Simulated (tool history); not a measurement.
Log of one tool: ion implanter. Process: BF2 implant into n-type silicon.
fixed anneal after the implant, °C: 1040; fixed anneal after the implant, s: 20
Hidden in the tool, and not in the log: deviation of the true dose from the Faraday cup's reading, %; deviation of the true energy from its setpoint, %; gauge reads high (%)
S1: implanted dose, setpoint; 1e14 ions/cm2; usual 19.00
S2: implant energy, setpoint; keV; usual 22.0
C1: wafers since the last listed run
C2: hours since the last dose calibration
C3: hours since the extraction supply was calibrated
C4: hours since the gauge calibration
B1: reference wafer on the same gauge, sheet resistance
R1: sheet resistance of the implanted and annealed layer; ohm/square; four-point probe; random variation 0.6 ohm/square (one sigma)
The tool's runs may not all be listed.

run     day     S1    S2    C1      C2      C3      C4      B1      R1
  1   0.000  19.00  22.0     0   259.6  3743.6   554.1  124.88  128.05
  2   1.521  19.00  20.0   444   296.1  3780.1   590.6  124.87  132.42
  3   4.529  19.00  20.0   878   368.3  3852.3   662.8  125.07  133.04
  4   7.400  19.00  20.0   838   437.2  3921.2   731.7  124.45  133.40
  5  11.862  20.77  25.5  1303   544.3  4028.3   838.8  124.57  120.25
  6  15.138  19.00  22.0   956   622.9  4106.9   917.4  124.01  127.30
  7  17.362  19.00  22.0   649   676.3  4160.3   970.8  124.20  127.64
  8  19.962  19.00  28.0   759   738.7  4222.7  1033.2  124.12  117.62
  9  21.508  19.00  28.0   451   775.8  4259.8  1070.3  123.92  117.59
 10  24.667  19.00  22.0   922   851.6  4335.6  1146.1  123.42  127.91
 11  28.275  19.00  22.0  1053   938.2  4422.2  1232.7  123.21  126.90
 12  31.996  19.00  22.0  1086  1027.5  4511.5  1322.0  123.29  126.63
 13  35.100  19.00  22.0   906  1102.0  4586.0  1396.5  123.21  125.78
 14  37.796  19.00  22.0   787  1166.7  4650.7  1461.2  123.07  125.91
 15  40.325  19.00  24.5   738  1227.4  4711.4  1521.9  122.80  122.15
 16  44.133  19.00  22.0  1112  1318.8  4802.8  1613.3  122.53  126.26
 17  47.546  19.00  22.0   996  1400.7  4884.7  1695.2  121.92  125.81
 18  49.721  19.00  22.0   635  1452.9  4936.9  1747.4  121.86  125.64
 19  51.292  19.00  22.0   458  1490.6  4974.6  1785.1  121.85  124.98
 20  63.067  22.50  25.5  3438  1773.2  5257.2  2067.7  120.81  114.72
     63.175  -- gauge calibrated
 21  64.683  19.00  22.0   472  1812.0  5296.0    36.2  125.82  128.95
 22  66.188  23.20  27.0   439  1848.1  5332.1    72.3  125.66  117.40
 23  68.367  20.65  26.0   636  1900.4  5384.4   124.6  125.90  120.68
 24  71.233  16.59  16.0   837  1969.2  5453.2   193.4  125.90  148.40
 25  73.675  15.07  17.0   713  2027.8  5511.8   252.0  126.21  148.41
     74.571  -- extraction supply calibrated
     76.217  -- Faraday cup replaced and dose calibrated
 26  76.238  19.00  22.0   553     0.5    40.0   313.5  125.80  130.67
 27  80.096  15.48  18.5  1126    93.1   132.6   406.1  125.98  142.57
 28  83.054  21.91  22.0   863   164.1   203.6   477.1  125.46  126.80
 29  85.696  23.69  29.0   771   227.5   267.0   540.5  126.08  113.79
 30  88.938  21.27  19.0   946   305.3   344.8   618.3  125.69  132.70
 31  90.729  23.70  18.0   523   348.3   387.8   661.3  125.70  133.50
 32  94.975  21.60  26.5  1240   450.2   489.7   763.2  125.67  117.97
 33  97.358  14.79  15.5   696   507.4   546.9   820.4  124.86  152.26
 34  99.142  19.00  22.0   520   550.2   589.7   863.2  125.25  128.83

Hidden state at the last listed run before each entry between runs and at the first one after, where it differs:
Between runs 20 and 21: gauge calibrated (day 63.175)
  gauge reads high (%): -4.17 -> -0.0241
  measured less the result without the state, R1: -4.99 -> -0.03 ohm/square
Between runs 25 and 26: extraction supply calibrated (day 74.571); Faraday cup replaced and dose calibrated (day 76.217)
  gauge reads high (%): -0.0753 -> -0.104
  measured less the result without the state, R1: -0.11 -> -0.13 ohm/square
